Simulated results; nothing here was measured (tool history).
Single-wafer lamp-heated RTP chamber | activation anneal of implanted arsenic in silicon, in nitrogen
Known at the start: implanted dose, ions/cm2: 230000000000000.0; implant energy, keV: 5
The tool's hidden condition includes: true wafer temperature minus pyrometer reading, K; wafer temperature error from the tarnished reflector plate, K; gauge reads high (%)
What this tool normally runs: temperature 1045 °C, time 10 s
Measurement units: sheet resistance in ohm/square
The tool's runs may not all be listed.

| run | hour | temperature | time | wafers since the last listed run | wafers since the last pyrometer calibration | wafers since the reflector plate was cleaned | hours since the gauge calibration | read-back reference wafer on the same gauge, sheet resistance | sheet resistance |
|---|---|---|---|---|---|---|---|---|---|
| 1 | 0 | 1023 | 10 | 0 | 3068 | 3416 | 48.8 | 408.02 | 428.87 |
|  | 15.1 | pyrometer window cleaned and pyrometer calibrated |
| 2 | 29.4 | 1023 | 10 | 412 | 276 | 3829 | 78.2 | 407.98 | 427.04 |
| 3 | 43 | 1038 | 12 | 262 | 539 | 4092 | 91.8 | 407.96 | 417.66 |
| 4 | 68.8 | 1038 | 12 | 497 | 1037 | 4590 | 117.6 | 407.99 | 417.28 |
| 5 | 92.2 | 1045 | 10 | 451 | 1488 | 5041 | 141 | 407.83 | 416.89 |
| 6 | 106.1 | 1045 | 10 | 268 | 1756 | 5310 | 154.9 | 408.25 | 416.57 |
| 7 | 139.6 | 1045 | 9 | 646 | 2403 | 5956 | 188.4 | 408.17 | 420.27 |
|  | 162.2 | pyrometer window cleaned and pyrometer calibrated |
| 8 | 164 | 1045 | 10 | 316 | 34 | 6272 | 212.8 | 407.95 | 414.3 |
| 9 | 176.3 | 1045 | 10 | 237 | 271 | 6510 | 225.1 | 408.13 | 417.98 |
| 10 | 225.2 | 1045 | 10 | 943 | 1215 | 7453 | 274 | 408.14 | 415.24 |
| 11 | 247.3 | 1045 | 13 | 426 | 1641 | 7880 | 296.1 | 407.69 | 409.8 |
|  | 267 | reflector plate cleaned |
| 12 | 267.5 | 1045 | 13 | 235 | 1877 | 9 | 316.3 | 408.04 | 409.22 |
| 13 | 293.9 | 1045 | 10 | 509 | 2386 | 519 | 342.7 | 408.08 | 413.55 |
|  | 310.5 | pyrometer window cleaned and pyrometer calibrated |
| 14 | 313.3 | 1045 | 10 | 219 | 53 | 739 | 362.1 | 408.18 | 414.37 |
| 15 | 332 | 1045 | 10 | 360 | 414 | 1100 | 380.8 | 407.9 | 414.51 |
| 16 | 357.7 | 1045 | 10 | 495 | 910 | 1596 | 406.5 | 408 | 413.13 |
|  | 372.7 | gauge calibrated |
| 17 | 381.1 | 1025 | 5 | 451 | 1361 | 2047 | 8.4 | 408.02 | 434.84 |
| 18 | 405.4 | 1045 | 10 | 468 | 1830 | 2516 | 32.7 | 408 | 414 |
| 19 | 425.4 | 1045 | 4 | 385 | 2216 | 2902 | 52.7 | 408.02 | 432.79 |
|  | 450.8 | reflector plate cleaned, repeated, since the last time left the tool worse |
|  | 459.5 | pyrometer window cleaned and pyrometer calibrated |
| 20 | 460 | 1045 | 10 | 358 | 9 | 23 | 87.3 | 408.12 | 418 |
| 21 | 471.6 | 1036 | 7 | 223 | 233 | 247 | 98.9 | 407.84 | 430.35 |
| 22 | 488.5 | 1060 | 7 | 326 | 559 | 573 | 115.8 | 408.05 | 417.33 |
| 23 | 523 | 1072 | 8 | 665 | 1225 | 1238 | 150.3 | 407.82 | 410.65 |
| 24 | 541.5 | 1045 | 8 | 357 | 1582 | 1595 | 168.8 | 407.89 | 423.01 |
| 25 | 565.5 | 1045 | 7 | 463 | 2045 | 2059 | 192.8 | 407.85 | 422.42 |
| 26 | 582.2 | 1045 | 10 | 322 | 2367 | 2381 | 209.5 | 407.95 | 418.14 |
|  | 602.8 | pyrometer window cleaned and pyrometer calibrated |
| 27 | 603.3 | 1068 | 10 | 252 | 9 | 2634 | 230.6 | 407.93 | 404.07 |
| 28 | 634 | 1067 | 7 | 592 | 601 | 3226 | 261.3 | 408.07 | 413.2 |
| 29 | 647.3 | 1028 | 4 | 256 | 858 | 3483 | 274.6 | 407.9 | 439.88 |
| 30 | 675 | 1066 | 14 | 534 | 1392 | 4017 | 302.3 | 408.22 | 397.75 |
| 31 | 705 | 1017 | 12 | 578 | 1971 | 4596 | 332.3 | 407.97 | 427.93 |
| 32 | 732 | 1054 | 5 | 521 | 2492 | 5117 | 359.3 | 407.99 | 425.55 |
|  | 774.2 | pyrometer window cleaned and pyrometer calibrated |
| 33 | 774.7 | 1045 | 10 | 669 | 9 | 5787 | 402 | 408.1 | 417.68 |

Alternative continuations, all from the tool just after run 33; predict every row:
| A | 775.1 | 1056 | 10 | 7 | 17 | 5795 | 402.4 | ? | ? |
| B | 775.1 | 1060 | 8 | 7 | 17 | 5795 | 402.4 | ? | ? |
| C | 775.1 | 1062 | 15 | 7 | 17 | 5795 | 402.4 | ? | ? |

| run | read-back reference wafer on the same gauge, sheet resistance | sheet resistance |
|---|---|---|
| A | 408.04 | 410.88 |
| B | 408.04 | 413.87 |
| C | 408.04 | 398.45 |
Had the tool no hidden state, the same runs would have come out as:
| run | sheet resistance |
|---|---|
| A | 412.72 |
| B | 415.66 |
| C | 400.4 |

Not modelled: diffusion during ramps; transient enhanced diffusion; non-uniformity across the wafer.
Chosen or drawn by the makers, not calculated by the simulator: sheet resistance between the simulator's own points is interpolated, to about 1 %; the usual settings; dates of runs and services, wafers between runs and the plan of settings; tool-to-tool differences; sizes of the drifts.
